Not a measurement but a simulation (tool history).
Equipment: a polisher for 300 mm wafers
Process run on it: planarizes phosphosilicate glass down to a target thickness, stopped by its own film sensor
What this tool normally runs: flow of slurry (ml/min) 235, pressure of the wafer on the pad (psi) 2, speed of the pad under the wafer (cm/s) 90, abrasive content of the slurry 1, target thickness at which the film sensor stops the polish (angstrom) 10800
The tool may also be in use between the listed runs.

run	hour	flow of slurry (ml/min)	pressure of the wafer on the pad (psi)	speed of the pad under the wafer (cm/s)	abrasive content of the slurry	target thickness at which the film sensor stops the polish (angstrom)	wafers since the last listed run	wafers polished on this pad	hours since the slurry nozzle was cleaned	hours since the head pressure was calibrated	hours since the slurry blender was calibrated	hours since the conditioning disc was replaced	incoming thickness of the incoming film, nm	time until the film sensor stopped the polish (s)
1	0	235	2	90	1	10800	0	508	498.6	132.7	78.4	308	1440.8	88.9
2	10	235	2	90	1	10800	129	638	508.6	142.7	88.4	318	1436.8	89.9
# hour 23.3: worn pad replaced by a new one
3	23.8	235	2	90	1	10800	127	6	522.4	156.5	102.2	331.8	1451.8	91.7
4	41.2	235	2	90	1	10800	225	232	539.8	173.9	119.6	349.2	1420.2	84.9
5	55.3	235	2	90	1	10800	183	415	553.9	188	133.7	363.3	1440.3	88.6
6	70	235	2	90	1	10800	190	606	568.6	202.7	148.4	378	1444	89.5
# hour 76.8: worn pad replaced by a new one
7	84.4	235	2	90	1	10800	134	98	583	217.1	162.8	392.4	1444.4	89.8
8	97.3	235	2	90	1	10800	167	265	595.9	230	175.7	405.3	1436.8	87
9	112.2	235	2	90	1	10800	193	459	610.8	244.9	190.6	420.2	1414.6	82.4
10	127	195	2	82	1	10800	192	651	625.6	259.7	205.4	435	1449.4	102.6
# hour 129.2: slurry blender recalibrated
# hour 133.5: worn pad replaced by a new one
11	142.7	260	2	90	1	10800	125	119	641.3	275.4	13.5	450.7	1428.2	84.2
12	156.4	235	2	90	1	10800	177	296	655	289.1	27.2	464.4	1449	90.6
13	168.7	235	1.4	90	1	10800	159	456	667.3	301.4	39.5	476.7	1441.2	109.5
14	176.6	195	2.2	120	1.1	10800	102	559	675.2	309.3	47.4	484.6	1440.2	66.6
15	188.7	235	2	90	1	10800	157	716	687.3	321.4	59.5	496.7	1432.4	86.9
# hour 194.8: worn pad replaced by a new one
16	198.7	160	2	90	1	10800	77	51	697.3	331.4	69.5	506.7	1449.3	101.2
17	205.7	205	2	90	1	10800	90	141	704.3	338.4	76.5	513.7	1424.4	87.7
# hour 209.4: conditioning disc replaced and pad reconditioned
# hour 211.3: head pressure recalibrated
18	213.6	180	1.3	90	1	11950	51	193	712.2	2.3	84.4	4.2	1453.6	95.9
# hour 224.4: slurry nozzle cleaned
19	229.5	235	2	116	1	11720	193	386	5.1	18.2	100.3	20.1	1429.2	50.6
20	239.9	235	2	90	1	10800	134	521	15.5	28.6	110.7	30.5	1436.6	84.5
# hour 249.5: worn pad replaced by a new one
21	254.8	235	2	90	1	10800	141	68	30.4	43.5	125.6	45.4	1440.5	84.9
22	263.6	235	2	90	1	10800	114	183	39.2	52.3	134.4	54.2	1457.3	90.5
23	271.7	300	2.5	90	1.15	11590	105	288	47.3	60.4	142.5	62.3	1431.4	50.5
24	287.9	315	2.5	90	1	10800	210	498	63.5	76.6	158.7	78.5	1450.7	73.2

Here are 3 independent what-if runs from the current tool condition. What would each one return?
A	288.3	235	2	90	1.15	10800	5	503	63.9	77	159.1	78.9	1443.8	?
B	288.3	235	2	70	1.15	11720	5	503	63.9	77	159.1	78.9	1443.8	?
C	288.3	260	2.3	90	0.9	9780	5	503	63.9	77	159.1	78.9	1443.8	?

run	time until the film sensor stopped the polish (s)
A	80.8
B	73.8
C	106.4
With the hidden condition removed and each run's random variation left untouched, the same runs would have given:
run	time until the film sensor stopped the polish (s)
A	83.3
B	76.1
C	109.8
